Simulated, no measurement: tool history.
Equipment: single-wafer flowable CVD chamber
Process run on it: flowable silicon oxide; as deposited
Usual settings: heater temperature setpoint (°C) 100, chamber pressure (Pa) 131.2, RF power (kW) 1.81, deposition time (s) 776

run	hour	heater temperature setpoint (°C)	chamber pressure (Pa)	RF power (kW)	deposition time (s)	read-back reference wafer on the same gauge, thickness_nm	mean film thickness on the monitor wafer (nm)
1	0	100	131.2	1.81	776	731.863	627.701
# hour 23.7: capacitance manometer re-zeroed and calibrated
2	140.7	100	131.2	1.81	776	731.396	639.743
3	204.3	100	131.2	1.81	776	733.366	637.925
4	254.4	100	131.2	1.81	776	732.48	634.87
5	299.3	100	131.2	1.81	776	732.337	637.111
6	365.7	100	131.2	1.81	776	733.049	632.797
7	421.3	100	131.2	1.81	776	734.126	632.338
8	480.4	100	131.2	1.81	776	732.873	635.587
9	548.3	100	131.2	1.81	776	730.859	626.484
10	581.3	100	131.2	1.81	776	731.145	628.83
# hour 624: gauge calibrated
11	641.9	100	131.2	1.81	776	730.417	623.037
# hour 679.7: RF generator calibrated
12	707.7	100	131.2	1.81	776	733.288	641.146
# hour 753.2: thermocouple changed; heater temperature recalibrated
13	768.8	87	106.3	1.81	694	731.844	692.003
# hour 875.8: showerhead replaced
14	936.4	86	131.2	1.81	776	731.996	938.426
15	983.9	95	161.2	1.81	907	733.227	1023.079
16	1010.9	100	131.2	1.7	776	733.135	624.938
17	1072.6	100	131.2	1.81	776	730.533	638.143
# hour 1108.2: capacitance manometer re-zeroed and calibrated
18	1122.1	100	131.2	1.81	776	731.139	644.025
19	1147.6	100	131.2	1.81	776	730.719	639.576
20	1191.6	100	146	1.81	897	734.134	810.494
21	1218	100	131.2	1.695	662	732.948	535.026
22	1260.9	107	144.9	1.72	857	731.872	618.646
23	1288.6	100	131.2	1.81	648	731.562	529.9
24	1352.4	100	122	1.585	862	731.142	647.282
25	1389.6	100	143.7	1.81	776	731.873	687.474
26	1436.4	86	114.8	1.81	621	731.921	674.264
27	1499.7	91	162.1	2.135	776	730.729	1015.25

Here are 5 independent what-if runs from the current tool condition. What would each one return?
A	1500.3	100	131.2	1.81	776	?	?
B	1500.3	100	131.2	1.81	641	?	?
C	1500.3	100	131.2	1.985	776	?	?
D	1500.3	92	131.2	1.545	931	?	?
E	1500.3	95	131.2	1.81	637	?	?

run	read-back reference wafer on the same gauge, thickness_nm	mean film thickness on the monitor wafer (nm)
A	731.58	627.07
B	731.58	517.979
C	731.58	639.844
D	731.58	913.268
E	731.58	594.28
The same runs, with their run-to-run variation unchanged, on a tool lacking any hidden condition would have given:
run	mean film thickness on the monitor wafer (nm)
A	645.517
B	533.217
C	657.107
D	941.303
E	611.763

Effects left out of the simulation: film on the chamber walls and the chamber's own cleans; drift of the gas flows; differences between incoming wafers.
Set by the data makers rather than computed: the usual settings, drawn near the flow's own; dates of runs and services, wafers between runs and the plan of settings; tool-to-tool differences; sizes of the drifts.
